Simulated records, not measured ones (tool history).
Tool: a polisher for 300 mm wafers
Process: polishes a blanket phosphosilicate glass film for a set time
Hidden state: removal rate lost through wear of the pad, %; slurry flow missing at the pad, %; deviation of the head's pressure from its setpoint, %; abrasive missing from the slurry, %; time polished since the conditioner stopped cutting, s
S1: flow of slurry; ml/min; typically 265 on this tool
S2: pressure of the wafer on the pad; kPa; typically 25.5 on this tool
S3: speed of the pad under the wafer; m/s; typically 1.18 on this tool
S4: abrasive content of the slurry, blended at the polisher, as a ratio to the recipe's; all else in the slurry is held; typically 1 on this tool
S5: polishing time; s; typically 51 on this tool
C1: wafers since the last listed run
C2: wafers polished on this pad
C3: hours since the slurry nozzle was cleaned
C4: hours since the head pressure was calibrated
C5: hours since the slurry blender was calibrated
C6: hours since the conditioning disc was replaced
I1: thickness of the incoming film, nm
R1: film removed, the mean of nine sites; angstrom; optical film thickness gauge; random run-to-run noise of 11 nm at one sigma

Run 1, hour 0: usual settings but S4 0.95; C1 0; C2 3637; C3 91.8; C4 273.7; C5 254.3; C6 93.2; I1 3071. Result: R1 6529 angstrom.
Run 2, hour 50.8: usual settings; C1 628; C2 4265; C3 142.6; C4 324.5; C5 305.1; C6 144; I1 3022. Result: R1 6508 angstrom.
At hour 147: worn pad replaced by a new one.
Run 3, hour 147.5: usual settings; C1 1146; C2 6; C3 239.3; C4 421.2; C5 401.8; C6 240.7; I1 3024.5. Result: R1 6249 angstrom.
At hour 158.4: slurry blender recalibrated.
Run 4, hour 225.8: usual settings; C1 943; C2 949; C3 317.6; C4 499.5; C5 67.4; C6 319; I1 3047.8. Result: R1 6286 angstrom.
At hour 244.1: conditioning disc replaced and pad reconditioned.
At hour 248: slurry nozzle cleaned.
Run 5, hour 327.6: usual settings; C1 1221; C2 2171; C3 79.6; C4 601.3; C5 169.2; C6 83.5; I1 3093.4. Result: R1 6727 angstrom.
Run 6, hour 385.6: usual settings but S3 1.36 m/s; C1 717; C2 2888; C3 137.6; C4 659.3; C5 227.2; C6 141.5; I1 3014.1. Result: R1 7344 angstrom.
Run 7, hour 423.9: usual settings but S3 1.36 m/s; C1 473; C2 3361; C3 175.9; C4 697.6; C5 265.5; C6 179.8; I1 3089.6. Result: R1 7208 angstrom.
Run 8, hour 517.2: usual settings but S5 46 s; C1 1153; C2 4515; C3 269.2; C4 790.9; C5 358.8; C6 273.1; I1 2996.8. Result: R1 5699 angstrom.
At hour 533.8: worn pad replaced by a new one.
At hour 574.6: slurry blender recalibrated.
At hour 598.5: slurry nozzle cleaned.
Run 9, hour 610.3: usual settings but S1 300 ml/min; C1 1064; C2 908; C3 11.8; C4 884; C5 35.7; C6 366.2; I1 3058.6. Result: R1 6226 angstrom.
At hour 622.4: conditioning disc replaced and pad reconditioned.
Run 10, hour 706.7: usual settings but S1 300 ml/min; C1 1167; C2 2076; C3 108.2; C4 980.4; C5 132.1; C6 84.3; I1 3007.9. Result: R1 7032 angstrom.
Run 11, hour 767.2: usual settings but S1 315 ml/min, S2 33.8 kPa, S4 0.75, S5 67 s; C1 747; C2 2824; C3 168.7; C4 1040.9; C5 192.6; C6 144.8; I1 3071.5. Result: R1 10382 angstrom.
Run 12, hour 806.7: usual settings but S4 1.1, S5 46 s; C1 488; C2 3312; C3 208.2; C4 1080.4; C5 232.1; C6 184.3; I1 3021.9. Result: R1 6185 angstrom.
At hour 893.5: worn pad replaced by a new one.
Run 13, hour 903: usual settings but S3 1.54 m/s, S4 0.75; C1 1141; C2 117; C3 304.5; C4 1176.7; C5 328.4; C6 280.6; I1 3066.7. Result: R1 6849 angstrom.
At hour 944.4: slurry nozzle cleaned.
At hour 962.9: slurry blender recalibrated.
Run 14, hour 963.4: usual settings but S2 33.1 kPa; C1 709; C2 827; C3 19; C4 1237.1; C5 0.5; C6 341; I1 3047.8. Result: R1 7681 angstrom.
At hour 995.7: conditioning disc replaced and pad reconditioned.
Run 15, hour 1059.8: usual settings but S1 220 ml/min, S5 66 s; C1 1167; C2 1994; C3 115.4; C4 1333.5; C5 96.9; C6 64.1; I1 3025.9. Result: R1 8683 angstrom.
At hour 1087.3: head pressure recalibrated.
Run 16, hour 1169.6: usual settings but S2 19.3 kPa, S3 1 m/s; C1 1332; C2 3327; C3 225.2; C4 82.3; C5 206.7; C6 173.9; I1 2985.3. Result: R1 4515 angstrom.
At hour 1240.6: worn pad replaced by a new one.
Run 17, hour 1255.5: usual settings; C1 1012; C2 184; C3 311.1; C4 168.2; C5 292.6; C6 259.8; I1 3024.8. Result: R1 6380 angstrom.
Run 18, hour 1291.9: usual settings but S1 305 ml/min, S2 19.3 kPa, S5 43 s; C1 450; C2 634; C3 347.5; C4 204.6; C5 329; C6 296.2; I1 3066.7. Result: R1 4236 angstrom.
At hour 1310.4: slurry blender recalibrated.
Run 19, hour 1343.6: usual settings but S1 335 ml/min, S2 20 kPa, S4 0.75, S5 33 s; C1 614; C2 1249; C3 399.2; C4 256.3; C5 33.2; C6 347.9; I1 3029.5. Result: R1 2885 angstrom.
At hour 1348.7: slurry nozzle cleaned.
Run 20, hour 1424.5: usual settings; C1 987; C2 2236; C3 75.8; C4 337.2; C5 114.1; C6 428.8; I1 3090.5. Result: R1 5884 angstrom.
At hour 1429.1: conditioning disc replaced and pad reconditioned.
Run 21, hour 1464.6: usual settings but S2 30.3 kPa, S3 1.38 m/s, S4 0.75, S5 43 s; C1 471; C2 2707; C3 115.9; C4 377.3; C5 154.2; C6 35.5; I1 3093.5. Result: R1 6934 angstrom.
Run 22, hour 1524.8: usual settings but S1 340 ml/min, S4 0.9; C1 744; C2 3452; C3 176.1; C4 437.5; C5 214.4; C6 95.7; I1 3041. Result: R1 6474 angstrom.
At hour 1580.1: worn pad replaced by a new one.
Run 23, hour 1618.1: usual settings but S1 195 ml/min; C1 1104; C2 469; C3 269.4; C4 530.8; C5 307.7; C6 189; I1 3007.8. Result: R1 6161 angstrom.
At hour 1734.5: slurry blender recalibrated.
Run 24, hour 1785.6: usual settings but S1 235 ml/min, S2 32.4 kPa, S5 66 s; C1 2046; C2 2515; C3 436.9; C4 698.3; C5 51.1; C6 356.5; I1 3040.7. Result: R1 9450 angstrom.

Predict each of these 5 candidate next runs independently; none follows another, all start after run 24:
Run A, hour 1786: usual settings; C1 4; C2 2520; C3 437.3; C4 698.7; C5 51.5; C6 356.9; I1 3062.2. Result: R1 ?.
Run B, hour 1786: usual settings but S1 345 ml/min, S2 29 kPa, S5 62 s; C1 4; C2 2520; C3 437.3; C4 698.7; C5 51.5; C6 356.9; I1 3062.2. Result: R1 ?.
Run C, hour 1786: usual settings but S1 235 ml/min; C1 4; C2 2520; C3 437.3; C4 698.7; C5 51.5; C6 356.9; I1 3062.2. Result: R1 ?.
Run D, hour 1786: usual settings but S2 31 kPa, S3 1.38 m/s; C1 4; C2 2520; C3 437.3; C4 698.7; C5 51.5; C6 356.9; I1 3062.2. Result: R1 ?.
Run E, hour 1786: usual settings but S2 20.7 kPa, S3 0.94 m/s, S4 0.9, S5 42 s; C1 4; C2 2520; C3 437.3; C4 698.7; C5 51.5; C6 356.9; I1 3062.2. Result: R1 ?.

run    R1
  A  6083
  B  8462
  C  6003
  D  7989
  E  3409
Take away the tool's hidden state, keep each run's random variation, and the runs would have read:
run     R1
  A   7100
  B  10037
  C   7007
  D   9788
  E   3801
